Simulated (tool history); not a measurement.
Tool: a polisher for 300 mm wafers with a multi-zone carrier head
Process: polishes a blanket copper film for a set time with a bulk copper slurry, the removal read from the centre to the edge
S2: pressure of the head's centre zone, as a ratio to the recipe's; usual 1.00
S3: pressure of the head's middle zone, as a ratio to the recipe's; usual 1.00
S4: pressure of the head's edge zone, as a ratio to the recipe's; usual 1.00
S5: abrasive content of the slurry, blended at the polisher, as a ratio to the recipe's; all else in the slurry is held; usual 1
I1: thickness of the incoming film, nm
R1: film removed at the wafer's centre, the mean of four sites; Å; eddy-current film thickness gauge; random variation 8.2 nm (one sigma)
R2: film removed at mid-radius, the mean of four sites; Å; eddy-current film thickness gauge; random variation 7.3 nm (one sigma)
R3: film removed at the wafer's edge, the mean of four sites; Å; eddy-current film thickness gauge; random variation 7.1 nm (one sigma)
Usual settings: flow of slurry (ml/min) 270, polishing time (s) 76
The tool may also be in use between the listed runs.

{"run": 1, "hour": 0.0, "flow of slurry (ml/min)": 270, "S2": 1.0, "S3": 1.0, "S4": 1.0, "S5": 1, "polishing time (s)": 76, "I1": 2694.5, "R1": 7114, "R2": 6926, "R3": 7322}
{"run": 2, "hour": 15.3, "flow of slurry (ml/min)": 270, "S2": 1.0, "S3": 1.0, "S4": 1.0, "S5": 1, "polishing time (s)": 97, "I1": 2691.5, "R1": 8945, "R2": 8935, "R3": 9289}
{"run": 3, "hour": 27.7, "flow of slurry (ml/min)": 270, "S2": 1.0, "S3": 1.0, "S4": 1.0, "S5": 1, "polishing time (s)": 76, "I1": 2739.4, "R1": 7075, "R2": 7001, "R3": 7126}
{"hour": 32.1, "done": "worn pad replaced by a new one"}
{"run": 4, "hour": 35.2, "flow of slurry (ml/min)": 270, "S2": 1.0, "S3": 1.0, "S4": 1.0, "S5": 1, "polishing time (s)": 76, "I1": 2693.2, "R1": 7721, "R2": 7865, "R3": 8026}
{"run": 5, "hour": 43.1, "flow of slurry (ml/min)": 270, "S2": 1.0, "S3": 1.0, "S4": 1.0, "S5": 1, "polishing time (s)": 76, "I1": 2726.2, "R1": 7508, "R2": 7458, "R3": 7830}
{"run": 6, "hour": 56.2, "flow of slurry (ml/min)": 270, "S2": 1.0, "S3": 1.03, "S4": 1.08, "S5": 1, "polishing time (s)": 76, "I1": 2671.9, "R1": 7474, "R2": 7497, "R3": 7949}
{"run": 7, "hour": 69.7, "flow of slurry (ml/min)": 270, "S2": 1.0, "S3": 1.03, "S4": 1.08, "S5": 1, "polishing time (s)": 76, "I1": 2670.1, "R1": 7126, "R2": 7397, "R3": 7729}
{"run": 8, "hour": 82.6, "flow of slurry (ml/min)": 270, "S2": 1.0, "S3": 1.03, "S4": 1.08, "S5": 1, "polishing time (s)": 76, "I1": 2731.8, "R1": 6979, "R2": 7258, "R3": 7618}
{"run": 9, "hour": 96.9, "flow of slurry (ml/min)": 270, "S2": 1.0, "S3": 1.0, "S4": 1.0, "S5": 1, "polishing time (s)": 76, "I1": 2745.6, "R1": 6913, "R2": 7023, "R3": 7268}
{"run": 10, "hour": 105.9, "flow of slurry (ml/min)": 270, "S2": 1.0, "S3": 1.0, "S4": 1.0, "S5": 1, "polishing time (s)": 76, "I1": 2693.5, "R1": 6896, "R2": 6878, "R3": 7218}
{"hour": 111.0, "done": "centre zone pressure recalibrated"}
{"run": 11, "hour": 113.7, "flow of slurry (ml/min)": 200, "S2": 1.0, "S3": 0.94, "S4": 1.04, "S5": 1, "polishing time (s)": 76, "I1": 2702.8, "R1": 6318, "R2": 6063, "R3": 6912}
{"run": 12, "hour": 128.7, "flow of slurry (ml/min)": 270, "S2": 1.05, "S3": 1.11, "S4": 1.0, "S5": 1, "polishing time (s)": 76, "I1": 2731.6, "R1": 7110, "R2": 7387, "R3": 6989}
{"hour": 137.1, "done": "worn pad replaced by a new one"}
{"run": 13, "hour": 142.3, "flow of slurry (ml/min)": 270, "S2": 1.0, "S3": 1.0, "S4": 1.1, "S5": 1, "polishing time (s)": 76, "I1": 2729.3, "R1": 7586, "R2": 7548, "R3": 8103}
{"run": 14, "hour": 152.2, "flow of slurry (ml/min)": 335, "S2": 1.0, "S3": 1.0, "S4": 1.1, "S5": 1, "polishing time (s)": 76, "I1": 2763.5, "R1": 7582, "R2": 7503, "R3": 8151}
{"hour": 162.3, "done": "carrier head's membrane replaced by a new one"}
{"hour": 162.7, "done": "edge zone pressure recalibrated"}
{"run": 15, "hour": 168.8, "flow of slurry (ml/min)": 345, "S2": 1.0, "S3": 1.0, "S4": 1.0, "S5": 1, "polishing time (s)": 76, "I1": 2708.1, "R1": 7286, "R2": 7336, "R3": 7512}
{"run": 16, "hour": 180.2, "flow of slurry (ml/min)": 270, "S2": 1.0, "S3": 1.0, "S4": 1.0, "S5": 1, "polishing time (s)": 76, "I1": 2717.1, "R1": 6742, "R2": 6957, "R3": 7123}
{"hour": 183.7, "done": "slurry nozzle cleaned"}
{"run": 17, "hour": 190.8, "flow of slurry (ml/min)": 270, "S2": 1.0, "S3": 1.0, "S4": 1.0, "S5": 1, "polishing time (s)": 76, "I1": 2689.9, "R1": 7324, "R2": 7324, "R3": 7512}

Run 18 comes next. What will it give?
{"run": 18, "hour": 207.2, "flow of slurry (ml/min)": 225, "S2": 1.09, "S3": 1.0, "S4": 1.0, "S5": 1, "polishing time (s)": 62, "I1": 2724.8, "R1": "?", "R2": "?", "R3": "?"}

R1: 6239 Å
R2: 5706 Å
R3: 5966 Å
Without the tool's hidden state the same run would have given R1 7163 Å, R2 6548 Å, R3 6840 Å.
